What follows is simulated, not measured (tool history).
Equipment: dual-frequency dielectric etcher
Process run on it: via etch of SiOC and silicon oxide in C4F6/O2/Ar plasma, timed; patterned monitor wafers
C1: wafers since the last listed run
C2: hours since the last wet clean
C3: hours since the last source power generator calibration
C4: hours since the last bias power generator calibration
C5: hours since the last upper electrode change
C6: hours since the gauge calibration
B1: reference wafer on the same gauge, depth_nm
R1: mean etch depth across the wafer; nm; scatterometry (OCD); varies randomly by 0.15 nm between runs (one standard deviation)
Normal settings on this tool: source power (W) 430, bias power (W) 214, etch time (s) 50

{"run": 1, "hour": 0.0, "source power (W)": 430, "bias power (W)": 175, "etch time (s)": 50, "C1": 0, "C2": 262.4, "C3": 2693.3, "C4": 3744.6, "C5": 2258.9, "C6": 66.4, "B1": 49.5, "R1": 51.7}
{"run": 2, "hour": 9.4, "source power (W)": 430, "bias power (W)": 175, "etch time (s)": 50, "C1": 147, "C2": 271.8, "C3": 2702.7, "C4": 3754, "C5": 2268.3, "C6": 75.8, "B1": 49.5, "R1": 52}
{"run": 3, "hour": 24.6, "source power (W)": 430, "bias power (W)": 175, "etch time (s)": 50, "C1": 237, "C2": 287, "C3": 2717.9, "C4": 3769.2, "C5": 2283.5, "C6": 91, "B1": 49.5, "R1": 52}
{"run": 4, "hour": 39.8, "source power (W)": 430, "bias power (W)": 214, "etch time (s)": 50, "C1": 237, "C2": 302.2, "C3": 2733.1, "C4": 3784.4, "C5": 2298.7, "C6": 106.2, "B1": 49.5, "R1": 55.7}
{"run": 5, "hour": 51.0, "source power (W)": 430, "bias power (W)": 214, "etch time (s)": 50, "C1": 175, "C2": 313.4, "C3": 2744.3, "C4": 3795.6, "C5": 2309.9, "C6": 117.4, "B1": 49.5, "R1": 55.9}
{"hour": 81.2, "done": "upper electrode replaced"}
{"run": 6, "hour": 81.7, "source power (W)": 430, "bias power (W)": 214, "etch time (s)": 50, "C1": 104, "C2": 344.1, "C3": 2775, "C4": 3826.3, "C5": 0.5, "C6": 148.1, "B1": 49.5, "R1": 55.6}
{"run": 7, "hour": 82.0, "source power (W)": 430, "bias power (W)": 214, "etch time (s)": 50, "C1": 4, "C2": 344.4, "C3": 2775.3, "C4": 3826.6, "C5": 0.8, "C6": 148.4, "B1": 49.5, "R1": 55.7}
{"run": 8, "hour": 85.6, "source power (W)": 430, "bias power (W)": 214, "etch time (s)": 50, "C1": 56, "C2": 348, "C3": 2778.9, "C4": 3830.2, "C5": 4.4, "C6": 152, "B1": 49.5, "R1": 55.8}
{"run": 9, "hour": 103.1, "source power (W)": 430, "bias power (W)": 214, "etch time (s)": 50, "C1": 273, "C2": 365.5, "C3": 2796.4, "C4": 3847.7, "C5": 21.9, "C6": 169.5, "B1": 49.5, "R1": 55.9}
{"run": 10, "hour": 119.3, "source power (W)": 430, "bias power (W)": 214, "etch time (s)": 50, "C1": 253, "C2": 381.7, "C3": 2812.6, "C4": 3863.9, "C5": 38.1, "C6": 185.7, "B1": 49.5, "R1": 56}
{"hour": 124.8, "done": "gauge calibrated"}
{"run": 11, "hour": 126.3, "source power (W)": 430, "bias power (W)": 214, "etch time (s)": 50, "C1": 109, "C2": 388.7, "C3": 2819.6, "C4": 3870.9, "C5": 45.1, "C6": 1.5, "B1": 49.5, "R1": 56.1}
{"hour": 147.9, "done": "bias power generator calibrated"}
{"hour": 158.0, "done": "wet clean of the chamber"}
{"run": 12, "hour": 158.5, "source power (W)": 430, "bias power (W)": 214, "etch time (s)": 45.5, "C1": 283, "C2": 0.5, "C3": 2851.8, "C4": 10.6, "C5": 77.3, "C6": 33.7, "B1": 49.5, "R1": 49}
{"run": 13, "hour": 158.8, "source power (W)": 430, "bias power (W)": 214, "etch time (s)": 50, "C1": 4, "C2": 0.8, "C3": 2852.1, "C4": 10.9, "C5": 77.6, "C6": 34, "B1": 49.5, "R1": 53.7}
{"run": 14, "hour": 163.0, "source power (W)": 430, "bias power (W)": 214, "etch time (s)": 50, "C1": 65, "C2": 5, "C3": 2856.3, "C4": 15.1, "C5": 81.8, "C6": 38.2, "B1": 49.5, "R1": 53.4}
{"run": 15, "hour": 171.9, "source power (W)": 430, "bias power (W)": 214, "etch time (s)": 61.5, "C1": 139, "C2": 13.9, "C3": 2865.2, "C4": 24, "C5": 90.7, "C6": 47.1, "B1": 49.5, "R1": 66.3}
{"run": 16, "hour": 184.5, "source power (W)": 430, "bias power (W)": 214, "etch time (s)": 60.5, "C1": 197, "C2": 26.5, "C3": 2877.8, "C4": 36.6, "C5": 103.3, "C6": 59.7, "B1": 49.5, "R1": 64.9}
{"hour": 195.2, "done": "source power generator calibrated"}
{"run": 17, "hour": 195.7, "source power (W)": 500, "bias power (W)": 214, "etch time (s)": 42.5, "C1": 112, "C2": 37.7, "C3": 0.5, "C4": 47.8, "C5": 114.5, "C6": 70.9, "B1": 49.5, "R1": 48.9}
{"run": 18, "hour": 207.2, "source power (W)": 430, "bias power (W)": 214, "etch time (s)": 62, "C1": 179, "C2": 49.2, "C3": 12, "C4": 59.3, "C5": 126, "C6": 82.4, "B1": 49.5, "R1": 67.2}
{"run": 19, "hour": 216.9, "source power (W)": 360, "bias power (W)": 214, "etch time (s)": 41.5, "C1": 151, "C2": 58.9, "C3": 21.7, "C4": 69, "C5": 135.7, "C6": 92.1, "B1": 49.5, "R1": 41.2}
{"run": 20, "hour": 223.1, "source power (W)": 370, "bias power (W)": 160, "etch time (s)": 64, "C1": 96, "C2": 65.1, "C3": 27.9, "C4": 75.2, "C5": 141.9, "C6": 98.3, "B1": 49.5, "R1": 58.9}
{"run": 21, "hour": 233.2, "source power (W)": 430, "bias power (W)": 214, "etch time (s)": 50, "C1": 157, "C2": 75.2, "C3": 38, "C4": 85.3, "C5": 152, "C6": 108.4, "B1": 49.5, "R1": 54.4}
{"run": 22, "hour": 247.0, "source power (W)": 400, "bias power (W)": 249, "etch time (s)": 63, "C1": 215, "C2": 89, "C3": 51.8, "C4": 99.1, "C5": 165.8, "C6": 122.2, "B1": 49.5, "R1": 69.7}

5 options for the next run, each taken on its own from the tool as it stands now. Forecast them:
{"run": "A", "hour": 247.4, "source power (W)": 430, "bias power (W)": 214, "etch time (s)": 50, "C1": 6, "C2": 89.4, "C3": 52.2, "C4": 99.5, "C5": 166.2, "C6": 122.6, "B1": "?", "R1": "?"}
{"run": "B", "hour": 247.4, "source power (W)": 430, "bias power (W)": 245, "etch time (s)": 50, "C1": 6, "C2": 89.4, "C3": 52.2, "C4": 99.5, "C5": 166.2, "C6": 122.6, "B1": "?", "R1": "?"}
{"run": "C", "hour": 247.4, "source power (W)": 500, "bias power (W)": 162, "etch time (s)": 50, "C1": 6, "C2": 89.4, "C3": 52.2, "C4": 99.5, "C5": 166.2, "C6": 122.6, "B1": "?", "R1": "?"}
{"run": "D", "hour": 247.4, "source power (W)": 370, "bias power (W)": 258, "etch time (s)": 36.5, "C1": 6, "C2": 89.4, "C3": 52.2, "C4": 99.5, "C5": 166.2, "C6": 122.6, "B1": "?", "R1": "?"}
{"run": "E", "hour": 247.4, "source power (W)": 370, "bias power (W)": 214, "etch time (s)": 50, "C1": 6, "C2": 89.4, "C3": 52.2, "C4": 99.5, "C5": 166.2, "C6": 122.6, "B1": "?", "R1": "?"}

run=A B1=49.5 R1=54.4
run=B B1=49.5 R1=57
run=C B1=49.5 R1=53.2
run=D B1=49.5 R1=39.6
run=E B1=49.5 R1=50.8
With no hidden state in the tool, these same runs would have given:
run=A R1=53.9
run=B R1=56.5
run=C R1=52.7
run=D R1=39.2
run=E R1=50.4
